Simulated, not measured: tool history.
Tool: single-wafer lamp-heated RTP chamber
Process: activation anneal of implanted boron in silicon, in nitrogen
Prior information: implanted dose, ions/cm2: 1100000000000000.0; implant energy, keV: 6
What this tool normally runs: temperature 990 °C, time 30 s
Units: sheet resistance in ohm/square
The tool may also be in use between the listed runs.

| run | hour | temperature | time | wafers since the last listed run | wafers since the last pyrometer calibration | wafers since the reflector plate was cleaned | hours since the gauge calibration | read-back reference wafer on the same gauge, sheet resistance | sheet resistance |
|---|---|---|---|---|---|---|---|---|---|
| 1 | 0.0 | 990 | 30 | 0 | 952 | 9562 | 316.6 | 125.99 | 145.12 |
| 2 | 37.2 | 990 | 30 | 351 | 1304 | 9913 | 353.8 | 125.90 | 144.25 |
|  | 53.8 | pyrometer window cleaned and pyrometer calibrated |
| 3 | 75.8 | 990 | 36 | 289 | 208 | 10202 | 392.4 | 126.03 | 144.35 |
| 4 | 143.2 | 990 | 43 | 636 | 844 | 10839 | 459.8 | 125.86 | 141.00 |
| 5 | 170.7 | 990 | 43 | 259 | 1104 | 11099 | 487.3 | 125.89 | 141.12 |
| 6 | 195.4 | 990 | 43 | 233 | 1337 | 11332 | 512.0 | 125.96 | 138.55 |
|  | 240.3 | gauge calibrated |
|  | 246.1 | pyrometer window cleaned and pyrometer calibrated |
| 7 | 266.1 | 1012 | 30 | 592 | 189 | 11924 | 25.8 | 125.90 | 134.86 |
| 8 | 307.6 | 1012 | 30 | 391 | 581 | 12316 | 67.3 | 125.82 | 133.40 |
| 9 | 336.9 | 1012 | 30 | 276 | 857 | 12593 | 96.6 | 126.00 | 132.37 |
| 10 | 362.4 | 999 | 30 | 240 | 1098 | 12834 | 122.1 | 126.19 | 138.63 |
|  | 405.3 | pyrometer window cleaned and pyrometer calibrated |
| 11 | 408.4 | 990 | 20 | 358 | 29 | 13193 | 168.1 | 125.82 | 150.24 |
|  | 461.8 | reflector plate cleaned |
| 12 | 471.9 | 1009 | 35 | 524 | 553 | 95 | 231.6 | 125.95 | 136.90 |
| 13 | 496.2 | 1012 | 30 | 229 | 783 | 324 | 255.9 | 125.97 | 135.75 |
| 14 | 552.9 | 990 | 30 | 535 | 1318 | 860 | 312.6 | 126.12 | 146.09 |
|  | 587.9 | pyrometer window cleaned and pyrometer calibrated |
| 15 | 588.4 | 974 | 42 | 259 | 4 | 1120 | 348.1 | 125.98 | 156.98 |
| 16 | 627.5 | 1017 | 19 | 369 | 374 | 1489 | 387.2 | 126.00 | 139.11 |
| 17 | 673.1 | 1006 | 18 | 430 | 804 | 1920 | 432.8 | 126.01 | 145.38 |
| 18 | 743.3 | 1011 | 30 | 663 | 1468 | 2583 | 503.0 | 125.92 | 134.01 |
|  | 791.7 | pyrometer window cleaned and pyrometer calibrated |
| 19 | 800.8 | 973 | 30 | 467 | 85 | 3050 | 560.5 | 125.96 | 162.11 |

The same runs without the tool's hidden state, with the same run-to-run variation:
Unlogged tool condition in this case: true wafer temperature minus pyrometer reading, K; wafer temperature error from the tarnished reflector plate, K; gauge reads high (%).
| run | sheet resistance |
|---|---|
| 1 | 150.67 |
| 2 | 150.78 |
| 3 | 148.52 |
| 4 | 147.06 |
| 5 | 147.96 |
| 6 | 145.96 |
| 7 | 138.78 |
| 8 | 138.41 |
| 9 | 138.16 |
| 10 | 145.15 |
| 11 | 155.72 |
| 12 | 138.52 |
| 13 | 137.84 |
| 14 | 150.16 |
| 15 | 158.11 |
| 16 | 140.56 |
| 17 | 147.95 |
| 18 | 137.87 |
| 19 | 164.39 |
